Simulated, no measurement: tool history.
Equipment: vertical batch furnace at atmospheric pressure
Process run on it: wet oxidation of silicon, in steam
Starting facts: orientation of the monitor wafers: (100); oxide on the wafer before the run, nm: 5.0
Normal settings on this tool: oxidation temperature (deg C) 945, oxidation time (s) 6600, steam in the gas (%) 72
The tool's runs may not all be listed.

| run | hour | oxidation temperature (deg C) | oxidation time (s) | steam in the gas (%) | read-back reference wafer on the same gauge, thickness | oxide thickness on the monitor wafer (nm) |
|---|---|---|---|---|---|---|
| 1 | 0.0 | 939 | 6600 | 72 | 326.10 | 323.72 |
| 2 | 33.9 | 939 | 6600 | 72 | 326.07 | 320.50 |
| 3 | 66.9 | 945 | 6600 | 72 | 325.83 | 340.90 |
| 4 | 92.2 | 945 | 6600 | 72 | 326.08 | 341.95 |
| 5 | 126.0 | 945 | 6600 | 72 | 325.71 | 339.95 |
| 6 | 226.0 | 945 | 4770 | 72 | 326.25 | 264.87 |
| 7 | 261.3 | 945 | 6600 | 72 | 325.76 | 340.32 |
| 8 | 289.1 | 945 | 8490 | 75 | 325.99 | 425.07 |
| 9 | 321.9 | 945 | 6600 | 72 | 325.86 | 344.95 |
| 10 | 394.4 | 945 | 6600 | 81 | 326.18 | 374.20 |
| 11 | 428.1 | 945 | 6600 | 81 | 325.58 | 374.00 |
| 12 | 443.0 | 945 | 6600 | 81 | 325.93 | 373.85 |
| 13 | 475.4 | 945 | 6600 | 72 | 325.54 | 341.50 |
|  | 483.3 | gauge calibrated |
| 14 | 517.9 | 945 | 6600 | 72 | 326.26 | 339.23 |
| 15 | 543.6 | 945 | 6600 | 72 | 326.34 | 340.77 |
| 16 | 568.6 | 945 | 6600 | 72 | 325.95 | 339.31 |
| 17 | 597.3 | 945 | 4380 | 72 | 325.53 | 248.08 |
|  | 638.6 | steam generator serviced |
| 18 | 639.1 | 945 | 7980 | 82 | 326.09 | 433.58 |
| 19 | 657.9 | 945 | 6600 | 72 | 326.35 | 342.57 |
|  | 701.5 | thermocouples replaced and temperature profile calibrated |
| 20 | 702.0 | 921 | 5130 | 67 | 326.41 | 213.77 |
| 21 | 717.2 | 968 | 8160 | 76 | 326.09 | 511.94 |
| 22 | 751.7 | 945 | 8670 | 80 | 326.23 | 462.05 |
| 23 | 770.6 | 951 | 6600 | 79 | 326.21 | 393.76 |
| 24 | 803.7 | 945 | 7830 | 63 | 325.60 | 359.66 |
| 25 | 831.0 | 961 | 6600 | 72 | 326.14 | 404.29 |
|  | 866.7 | thermocouples replaced and temperature profile calibrated, repeated, since the last time left the tool worse |
| 26 | 867.2 | 937 | 4530 | 82 | 325.84 | 253.53 |
| 27 | 872.0 | 945 | 6600 | 72 | 325.70 | 330.82 |
| 28 | 891.8 | 922 | 4920 | 72 | 325.77 | 209.02 |
| 29 | 906.1 | 945 | 6600 | 72 | 326.10 | 333.25 |
| 30 | 940.5 | 945 | 6600 | 72 | 325.92 | 331.76 |
| 31 | 969.8 | 945 | 6600 | 82 | 325.85 | 364.91 |
| 32 | 990.3 | 945 | 6600 | 72 | 326.06 | 333.00 |
| 33 | 1021.0 | 926 | 6600 | 72 | 326.53 | 278.27 |
| 34 | 1044.7 | 957 | 6600 | 68 | 325.94 | 353.50 |
| 35 | 1072.5 | 934 | 6600 | 72 | 325.72 | 299.79 |
| 36 | 1096.9 | 951 | 4080 | 76 | 326.21 | 255.14 |
| 37 | 1156.8 | 924 | 5730 | 83 | 326.15 | 274.13 |
| 38 | 1174.1 | 945 | 6600 | 72 | 325.86 | 333.73 |

Exercise: give the hidden state of the tool at every run:
steam share off its setpoint, % of the setpoint: 0 at every run
gauge reads high (%): 0 at every run
H1: true tube temperature minus thermocouple reading, K
| run | H1 |
|---|---|
| 1 | 3.45 |
| 2 | 3.46 |
| 3 | 3.47 |
| 4 | 3.48 |
| 5 | 3.49 |
| 6 | 3.52 |
| 7 | 3.52 |
| 8 | 3.53 |
| 9 | 3.54 |
| 10 | 3.55 |
| 11 | 3.56 |
| 12 | 3.56 |
| 13 | 3.57 |
| 14 | 3.58 |
| 15 | 3.58 |
| 16 | 3.59 |
| 17 | 3.59 |
| 18 | 3.6 |
| 19 | 3.6 |
| 20 | 5.99 |
| 21 | 6.04 |
| 22 | 6.16 |
| 23 | 6.22 |
| 24 | 6.32 |
| 25 | 6.4 |
| 26 | 0.174 |
| 27 | 0.19 |
| 28 | 0.255 |
| 29 | 0.302 |
| 30 | 0.411 |
| 31 | 0.501 |
| 32 | 0.562 |
| 33 | 0.652 |
| 34 | 0.719 |
| 35 | 0.796 |
| 36 | 0.862 |
| 37 | 1.02 |
| 38 | 1.06 |
